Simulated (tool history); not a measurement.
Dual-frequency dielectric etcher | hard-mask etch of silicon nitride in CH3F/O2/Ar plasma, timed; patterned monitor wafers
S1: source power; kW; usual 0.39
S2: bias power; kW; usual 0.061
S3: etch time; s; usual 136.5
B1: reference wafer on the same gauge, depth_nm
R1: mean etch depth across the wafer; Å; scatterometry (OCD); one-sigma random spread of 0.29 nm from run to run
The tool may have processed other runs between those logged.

run	hour	S1	S2	S3	B1	R1
1	0	0.39	0.066	136.5	84.2	1004
2	51.6	0.39	0.061	136.5	84.3	978
3	117	0.39	0.061	136.5	84.3	978
4	145.6	0.39	0.061	136.5	84.3	978
5	188.1	0.39	0.061	136.5	84.4	979
# hour 207.7: gauge calibrated
6	228	0.39	0.061	136.5	84.3	982
# hour 234.8: bias power generator calibrated
7	255.3	0.39	0.061	136.5	84.1	987
8	294	0.39	0.061	136.5	84.3	977
9	332	0.39	0.061	171.5	84.5	1237
# hour 372.9: wet clean of the chamber
10	391.4	0.33	0.066	175	84.4	1222
11	437	0.39	0.061	171.5	84.4	1218
12	496	0.48	0.061	107	84.3	812
13	556.6	0.39	0.069	136.5	84.3	1033
# hour 576.3: source power generator calibrated
# hour 576.5: gauge calibrated
# hour 593.5: upper electrode replaced
14	606.1	0.48	0.061	107	84.3	811
15	678.7	0.47	0.061	117	84.3	888
16	742.2	0.49	0.061	123.5	84.2	952

The tool's hidden state at each run:
source power that arrives over what is set, %: 0 on each run
bias power that arrives over what is set, %: 0 on each run
gauge reads high (%): 0 on each run
H1: etch rate over this chamber's usual, %
run	H1
1	1.03
2	1.23
3	1.49
4	1.6
5	1.77
6	1.92
7	2.03
8	2.18
9	2.33
10	0.398
11	0.577
12	0.809
13	1.05
14	1.24
15	1.53
16	1.78
